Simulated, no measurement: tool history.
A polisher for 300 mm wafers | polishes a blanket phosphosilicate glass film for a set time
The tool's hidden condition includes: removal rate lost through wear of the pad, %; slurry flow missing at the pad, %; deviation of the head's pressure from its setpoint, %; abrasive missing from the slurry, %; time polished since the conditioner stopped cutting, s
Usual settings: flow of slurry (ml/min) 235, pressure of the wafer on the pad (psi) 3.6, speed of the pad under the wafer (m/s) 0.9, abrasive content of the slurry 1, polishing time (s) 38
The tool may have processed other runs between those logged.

| run | hour | flow of slurry (ml/min) | pressure of the wafer on the pad (psi) | speed of the pad under the wafer (m/s) | abrasive content of the slurry | polishing time (s) | wafers since the last listed run | wafers polished on this pad | hours since the slurry nozzle was cleaned | hours since the head pressure was calibrated | hours since the slurry blender was calibrated | hours since the conditioning disc was replaced | incoming thickness of the incoming film, nm | film removed (nm) |
|---|---|---|---|---|---|---|---|---|---|---|---|---|---|---|
| 1 | 0 | 235 | 3.6 | 0.9 | 1 | 38 | 0 | 770 | 391.8 | 1072.7 | 33.7 | 16.7 | 2336.7 | 363.3 |
|  | 13 | slurry nozzle cleaned |
| 2 | 16.3 | 235 | 3.6 | 0.9 | 1 | 38 | 150 | 921 | 3.3 | 1089 | 50 | 33 | 2300.7 | 358.5 |
|  | 29.9 | worn pad replaced by a new one |
| 3 | 31.4 | 235 | 3.6 | 0.9 | 1 | 38 | 109 | 14 | 18.4 | 1104.1 | 65.1 | 48.1 | 2321.3 | 374 |
| 4 | 47.7 | 235 | 3.6 | 0.9 | 1 | 38 | 160 | 175 | 34.7 | 1120.4 | 81.4 | 64.4 | 2337.4 | 366.6 |
| 5 | 61.3 | 235 | 3.6 | 0.9 | 0.8 | 43 | 133 | 308 | 48.3 | 1134 | 95 | 78 | 2353.7 | 393.9 |
| 6 | 87.7 | 235 | 3.6 | 0.9 | 0.8 | 43 | 259 | 568 | 74.7 | 1160.4 | 121.4 | 104.4 | 2325.8 | 384.9 |
| 7 | 121.2 | 235 | 3.6 | 0.9 | 0.8 | 43 | 329 | 897 | 108.2 | 1193.9 | 154.9 | 137.9 | 2316.5 | 368.2 |
|  | 132.2 | slurry blender recalibrated |
|  | 136.6 | conditioning disc replaced and pad reconditioned |
|  | 142.2 | worn pad replaced by a new one |
| 8 | 149.1 | 235 | 3.6 | 0.9 | 1 | 38 | 195 | 68 | 136.1 | 1221.8 | 16.9 | 12.5 | 2335.3 | 371.9 |
| 9 | 176.5 | 235 | 3.6 | 0.9 | 1 | 38 | 269 | 337 | 163.5 | 1249.2 | 44.3 | 39.9 | 2369.5 | 373.5 |
| 10 | 197.2 | 235 | 3.6 | 0.9 | 1 | 38 | 203 | 541 | 184.2 | 1269.9 | 65 | 60.6 | 2342.4 | 367.5 |
| 11 | 231.6 | 235 | 2.8 | 0.9 | 1 | 38 | 338 | 879 | 218.6 | 1304.3 | 99.4 | 95 | 2292.2 | 283.6 |
|  | 248.3 | worn pad replaced by a new one |
| 12 | 253.9 | 165 | 3.6 | 0.9 | 1 | 38 | 179 | 54 | 240.9 | 1326.6 | 121.7 | 117.3 | 2300.8 | 349.7 |
| 13 | 266.6 | 315 | 3.6 | 0.9 | 1 | 38 | 124 | 179 | 253.6 | 1339.3 | 134.4 | 130 | 2340.1 | 375 |
| 14 | 284.2 | 235 | 3.6 | 0.9 | 1 | 38 | 173 | 352 | 271.2 | 1356.9 | 152 | 147.6 | 2328.5 | 356.1 |
|  | 288 | conditioning disc replaced and pad reconditioned |
| 15 | 296.2 | 305 | 4.7 | 1.16 | 1 | 38 | 98 | 450 | 283.2 | 1368.9 | 164 | 8.2 | 2352.2 | 551.9 |
| 16 | 325.8 | 185 | 3.6 | 1.04 | 1 | 29 | 290 | 741 | 312.8 | 1398.5 | 193.6 | 37.8 | 2380.5 | 282.9 |
|  | 336.5 | slurry blender recalibrated |
|  | 341.3 | head pressure recalibrated |
|  | 348.4 | worn pad replaced by a new one |
| 17 | 350.3 | 235 | 4.1 | 0.9 | 1 | 38 | 162 | 19 | 337.3 | 9 | 13.8 | 62.3 | 2362 | 418.6 |
| 18 | 367.7 | 235 | 3.6 | 0.9 | 1 | 38 | 171 | 190 | 354.7 | 26.4 | 31.2 | 79.7 | 2319.4 | 371.9 |
|  | 385.5 | slurry nozzle cleaned |
| 19 | 387.3 | 205 | 4 | 0.9 | 0.8 | 42 | 182 | 372 | 1.8 | 46 | 50.8 | 99.3 | 2301.5 | 413.5 |
| 20 | 408.9 | 235 | 3.6 | 0.9 | 1 | 38 | 212 | 585 | 23.4 | 67.6 | 72.4 | 120.9 | 2331.1 | 361.1 |
| 21 | 426.6 | 300 | 3.1 | 0.9 | 1.15 | 34 | 174 | 759 | 41.1 | 85.3 | 90.1 | 138.6 | 2295.2 | 300.9 |
|  | 438.9 | conditioning disc replaced and pad reconditioned |
|  | 447.3 | worn pad replaced by a new one |
| 22 | 449.3 | 235 | 4.4 | 0.9 | 1 | 47 | 164 | 19 | 63.8 | 108 | 112.8 | 10.4 | 2361.1 | 538.3 |
| 23 | 502.5 | 235 | 3.6 | 0.68 | 0.85 | 38 | 522 | 542 | 117 | 161.2 | 166 | 63.6 | 2303 | 265.4 |
| 24 | 517.7 | 235 | 3.6 | 0.9 | 1 | 33 | 149 | 692 | 132.2 | 176.4 | 181.2 | 78.8 | 2311.2 | 299.8 |

What if the next run were any one of these 5? Each begins from the tool's condition after run 24:
| A | 518.1 | 235 | 3.6 | 0.9 | 1 | 38 | 3 | 696 | 132.6 | 176.8 | 181.6 | 79.2 | 2329.7 | ? |
| B | 518.1 | 235 | 2.9 | 0.9 | 1 | 38 | 3 | 696 | 132.6 | 176.8 | 181.6 | 79.2 | 2329.7 | ? |
| C | 518.1 | 235 | 4.3 | 0.9 | 1 | 38 | 3 | 696 | 132.6 | 176.8 | 181.6 | 79.2 | 2329.7 | ? |
| D | 518.1 | 235 | 3.6 | 0.9 | 1.1 | 38 | 3 | 696 | 132.6 | 176.8 | 181.6 | 79.2 | 2329.7 | ? |
| E | 518.1 | 295 | 2.4 | 0.9 | 1.2 | 38 | 3 | 696 | 132.6 | 176.8 | 181.6 | 79.2 | 2329.7 | ? |

| run | film removed (nm) |
|---|---|
| A | 344.4 |
| B | 287.9 |
| C | 400.8 |
| D | 353.5 |
| E | 266 |
What these runs would have given with no unlogged condition in the tool:
| run | film removed (nm) |
|---|---|
| A | 382.2 |
| B | 319.6 |
| C | 444.8 |
| D | 391.6 |
| E | 294.2 |
